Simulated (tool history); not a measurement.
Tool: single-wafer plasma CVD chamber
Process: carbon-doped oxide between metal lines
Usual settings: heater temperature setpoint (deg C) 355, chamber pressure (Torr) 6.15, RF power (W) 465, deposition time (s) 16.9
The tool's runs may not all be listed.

run	hour	heater temperature setpoint (deg C)	chamber pressure (Torr)	RF power (W)	deposition time (s)	wafers since the last listed run	hours since the last thermocouple change	hours since the last RF generator calibration	hours since the last manometer calibration	hours since the showerhead was replaced	hours since the gauge calibration	read-back reference wafer on the same gauge, thickness_nm	mean film thickness on the monitor wafer (angstrom)
1	0.0	355	6.94	485	16.9	0	283.6	796.8	307.5	5485.8	2898.9	87.639	868.68
2	321.6	355	5.41	465	16.9	12325	605.2	1118.4	629.1	5807.4	3220.5	87.701	809.11
3	406.4	355	5.41	465	16.9	3249	690.0	1203.2	713.9	5892.2	3305.3	87.688	809.17
4	485.9	355	5.41	465	16.9	3046	769.5	1282.7	793.4	5971.7	3384.8	87.636	795.88
5	583.0	350	6.15	465	16.9	3721	866.6	1379.8	890.5	6068.8	3481.9	87.603	809.78
6	683.4	342	6.85	525	15.3	3847	967.0	1480.2	990.9	6169.2	3582.3	87.496	843.32
# hour 730.2: RF generator calibrated
7	752.1	355	6.15	465	16.9	2326	1035.7	21.9	1059.6	6237.9	3651.0	87.710	864.18
8	798.1	355	5.46	465	16.9	1762	1081.7	67.9	1105.6	6283.9	3697.0	87.780	851.30
# hour 828.4: showerhead replaced
9	838.7	355	5.30	465	18.5	1249	1122.3	108.5	1146.2	10.3	3737.6	87.787	922.33
10	915.2	355	6.15	465	16.9	2931	1198.8	185.0	1222.7	86.8	3814.1	87.582	859.61
11	973.0	355	6.15	465	16.9	2215	1256.6	242.8	1280.5	144.6	3871.9	87.621	854.74
12	1038.9	355	4.68	465	20.2	2525	1322.5	308.7	1346.4	210.5	3937.8	87.618	983.64
13	1142.4	355	6.15	465	16.9	3966	1426.0	412.2	1449.9	314.0	4041.3	87.716	842.34
14	1226.9	355	6.15	440	16.9	3238	1510.5	496.7	1534.4	398.5	4125.8	87.635	796.24
# hour 1237.7: gauge calibrated
15	1300.4	355	6.15	465	15.3	2816	1584.0	570.2	1607.9	472.0	62.7	87.731	767.12
16	1361.0	355	7.14	465	16.9	2322	1644.6	630.8	1668.5	532.6	123.3	87.670	853.45
# hour 1427.5: capacitance manometer re-zeroed and calibrated
17	1428.0	355	6.15	535	16.9	2261	1711.6	697.8	0.5	599.6	190.3	87.783	936.72
18	1492.7	341	7.14	465	16.9	2479	1776.3	762.5	65.2	664.3	255.0	87.769	880.46
19	1547.2	359	5.38	495	16.9	2088	1830.8	817.0	119.7	718.8	309.5	87.815	848.90
20	1648.7	355	6.15	555	16.9	3889	1932.3	918.5	221.2	820.3	411.0	87.621	945.45
21	1707.0	355	7.30	465	20.0	2234	1990.6	976.8	279.5	878.6	469.3	87.630	978.92
22	1767.2	368	5.59	425	15.3	2307	2050.8	1037.0	339.7	938.8	529.5	87.779	659.28
23	1865.3	355	6.15	465	16.9	3759	2148.9	1135.1	437.8	1036.9	627.6	87.759	826.08
24	1956.1	355	4.95	465	14.8	3479	2239.7	1225.9	528.6	1127.7	718.4	87.678	702.52
25	2010.0	355	6.75	420	15.4	2065	2293.6	1279.8	582.5	1181.6	772.3	87.615	686.91
# hour 2080.5: RF generator calibrated
26	2102.6	355	6.15	465	16.9	3242	2386.2	22.1	675.1	1274.2	864.9	87.739	860.75
27	2168.3	355	6.15	465	16.9	2517	2451.9	87.8	740.8	1339.9	930.6	87.700	855.23
28	2239.3	368	6.15	465	16.9	2721	2522.9	158.8	811.8	1410.9	1001.6	87.787	831.66
29	2322.7	355	6.15	540	18.7	3196	2606.3	242.2	895.2	1494.3	1085.0	87.506	1055.02

Forecast each of these 3 alternatives for the next run:
A	2323.1	355	6.15	465	16.9	15	2606.7	242.6	895.6	1494.7	1085.4	?	?
B	2323.1	355	4.94	520	17.9	15	2606.7	242.6	895.6	1494.7	1085.4	?	?
C	2323.1	368	7.67	465	16.9	15	2606.7	242.6	895.6	1494.7	1085.4	?	?

run	read-back reference wafer on the same gauge, thickness_nm	mean film thickness on the monitor wafer (angstrom)
A	87.690	856.87
B	87.690	969.09
C	87.690	836.65
Without the tool's hidden state the same runs would have given:
run	mean film thickness on the monitor wafer (angstrom)
A	867.96
B	981.40
C	847.48
